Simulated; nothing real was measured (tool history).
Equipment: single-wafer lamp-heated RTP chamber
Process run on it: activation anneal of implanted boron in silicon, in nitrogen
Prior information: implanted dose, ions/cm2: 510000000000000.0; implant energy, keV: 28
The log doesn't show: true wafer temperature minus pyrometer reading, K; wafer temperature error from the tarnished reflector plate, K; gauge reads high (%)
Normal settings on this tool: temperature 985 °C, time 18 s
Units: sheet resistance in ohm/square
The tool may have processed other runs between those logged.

| run | day | temperature | time | wafers since the last listed run | wafers since the last pyrometer calibration | wafers since the reflector plate was cleaned | hours since the gauge calibration | read-back reference wafer on the same gauge, sheet resistance | sheet resistance |
|---|---|---|---|---|---|---|---|---|---|
| 1 | 0.000 | 985 | 18 | 0 | 66 | 3643 | 37.2 | 179.75 | 210.36 |
| 2 | 4.242 | 970 | 18 | 1440 | 1506 | 5083 | 139.0 | 180.14 | 216.34 |
| 3 | 11.938 | 985 | 18 | 2613 | 4120 | 7697 | 323.7 | 180.13 | 202.36 |
| 4 | 14.679 | 985 | 18 | 931 | 5051 | 8628 | 389.5 | 179.84 | 203.17 |
|  | 15.275 | pyrometer window cleaned and pyrometer calibrated |
| 5 | 17.312 | 985 | 18 | 781 | 692 | 9409 | 452.7 | 180.20 | 206.33 |
| 6 | 19.575 | 976 | 18 | 768 | 1460 | 10178 | 507.0 | 179.96 | 209.15 |
|  | 21.825 | reflector plate cleaned |
| 7 | 21.846 | 976 | 18 | 658 | 2118 | 7 | 561.5 | 179.60 | 209.76 |
| 8 | 23.842 | 985 | 11 | 677 | 2796 | 685 | 609.4 | 179.61 | 205.24 |
| 9 | 26.604 | 985 | 10 | 938 | 3734 | 1623 | 675.7 | 179.87 | 202.29 |
|  | 31.167 | pyrometer window cleaned and pyrometer calibrated |
| 10 | 31.188 | 985 | 24 | 1443 | 7 | 3066 | 785.7 | 179.94 | 208.89 |
| 11 | 33.138 | 985 | 24 | 662 | 669 | 3729 | 832.5 | 179.86 | 205.34 |
| 12 | 36.308 | 985 | 18 | 1076 | 1746 | 4806 | 908.6 | 180.02 | 203.92 |
| 13 | 40.625 | 999 | 12 | 1466 | 3212 | 6272 | 1012.2 | 180.04 | 199.80 |
| 14 | 43.538 | 985 | 24 | 989 | 4201 | 7261 | 1082.1 | 180.00 | 201.49 |
|  | 45.096 | pyrometer window cleaned and pyrometer calibrated |
| 15 | 45.267 | 970 | 25 | 474 | 58 | 7735 | 1123.6 | 179.92 | 219.29 |
|  | 46.933 | gauge calibrated |
| 16 | 48.100 | 985 | 18 | 962 | 1020 | 8697 | 28.0 | 179.99 | 205.53 |
| 17 | 51.483 | 955 | 14 | 1149 | 2169 | 9846 | 109.2 | 180.45 | 238.21 |
| 18 | 54.300 | 985 | 18 | 956 | 3125 | 10803 | 176.8 | 180.14 | 203.42 |
|  | 55.354 | reflector plate cleaned |
| 19 | 57.158 | 1008 | 14 | 857 | 3983 | 612 | 245.4 | 180.20 | 196.91 |
| 20 | 59.358 | 976 | 18 | 747 | 4730 | 1359 | 298.2 | 179.93 | 206.44 |
|  | 59.804 | pyrometer window cleaned and pyrometer calibrated |
| 21 | 63.629 | 958 | 22 | 1337 | 1299 | 2697 | 400.7 | 179.89 | 229.82 |
| 22 | 66.704 | 1014 | 26 | 1044 | 2343 | 3741 | 474.5 | 179.72 | 194.63 |
| 23 | 69.704 | 973 | 13 | 1018 | 3362 | 4760 | 546.5 | 179.72 | 213.44 |
| 24 | 73.975 | 961 | 12 | 1450 | 4812 | 6210 | 649.0 | 180.15 | 226.21 |
| 25 | 75.921 | 985 | 18 | 660 | 5473 | 6871 | 695.7 | 180.08 | 199.94 |

Predict each of these 5 candidate next runs independently; none follows another, all start after run 25:
| A | 75.938 | 985 | 27 | 5 | 5479 | 6877 | 696.1 | ? | ? |
| B | 75.938 | 1014 | 11 | 5 | 5479 | 6877 | 696.1 | ? | ? |
| C | 75.938 | 985 | 14 | 5 | 5479 | 6877 | 696.1 | ? | ? |
| D | 75.938 | 985 | 26 | 5 | 5479 | 6877 | 696.1 | ? | ? |
| E | 75.938 | 1013 | 18 | 5 | 5479 | 6877 | 696.1 | ? | ? |

| run | read-back reference wafer on the same gauge, sheet resistance | sheet resistance |
|---|---|---|
| A | 179.74 | 200.94 |
| B | 179.74 | 196.48 |
| C | 179.74 | 203.67 |
| D | 179.74 | 201.08 |
| E | 179.74 | 195.55 |
Had the tool no hidden state, the same runs would have come out as:
| run | sheet resistance |
|---|---|
| A | 207.21 |
| B | 198.70 |
| C | 211.93 |
| D | 207.46 |
| E | 197.58 |

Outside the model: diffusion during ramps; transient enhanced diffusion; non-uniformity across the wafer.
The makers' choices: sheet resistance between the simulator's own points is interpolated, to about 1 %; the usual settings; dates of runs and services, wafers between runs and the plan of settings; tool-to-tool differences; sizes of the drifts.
